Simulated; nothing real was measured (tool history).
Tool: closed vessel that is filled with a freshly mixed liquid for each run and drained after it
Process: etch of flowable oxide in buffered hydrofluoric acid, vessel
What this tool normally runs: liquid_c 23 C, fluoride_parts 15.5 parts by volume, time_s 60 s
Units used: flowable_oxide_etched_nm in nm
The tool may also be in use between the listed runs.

run    hour  liquid_c  fluoride_parts  time_s  read-back film thickness of the flowable oxide reference wafer, read on the same gauge (nm)  flowable_oxide_etched_nm
  1       0        23            15.5      75                                                                                       149.99                    126.98
  2    45.1        23            15.5      60                                                                                          150                    100.65
  3     108        23            15.5      40                                                                                       149.97                     67.26
      131.1  -- thermometer replaced
  4   159.6        23            15.5      40                                                                                       150.01                     66.92
  5   224.8        23            15.5      40                                                                                       150.01                     67.71
  6   269.4        23            11.5      60                                                                                       149.98                    136.17
  7   307.8        23            11.5      60                                                                                          150                    136.29
  8   353.4        23            11.5      60                                                                                          150                    137.72
  9   449.8        23            15.5      60                                                                                       149.97                    101.69
 10   506.9        23            18.5      85                                                                                          150                    120.94
 11   578.5        23            12.5      60                                                                                          150                    126.01
      624.3  -- hydrofluoric acid flow meter replaced
 12   676.8        25              10      30                                                                                       150.01                     83.72
 13   776.3        23            15.5      60                                                                                          150                     97.38
 14   831.5        23            15.5      60                                                                                       149.98                     99.01
        866  -- gauge calibrated
 15   930.9        23              21      60                                                                                       150.02                     73.64
 16   982.4      21.5            18.5      60                                                                                       149.99                     76.67
 17  1056.8        23            15.5      60                                                                                          150                     99.34

Run 18 is up next; what results do you expect?
 18  1108.7        23            15.5      45                                                                                            ?                         ?

read-back film thickness of the flowable oxide reference wafer, read on the same gauge (nm): 149.98
flowable_oxide_etched_nm: 73.93 nm
If the tool had no hidden condition, the same run with the same run-to-run variation would have returned flowable_oxide_etched_nm 73.06 nm.
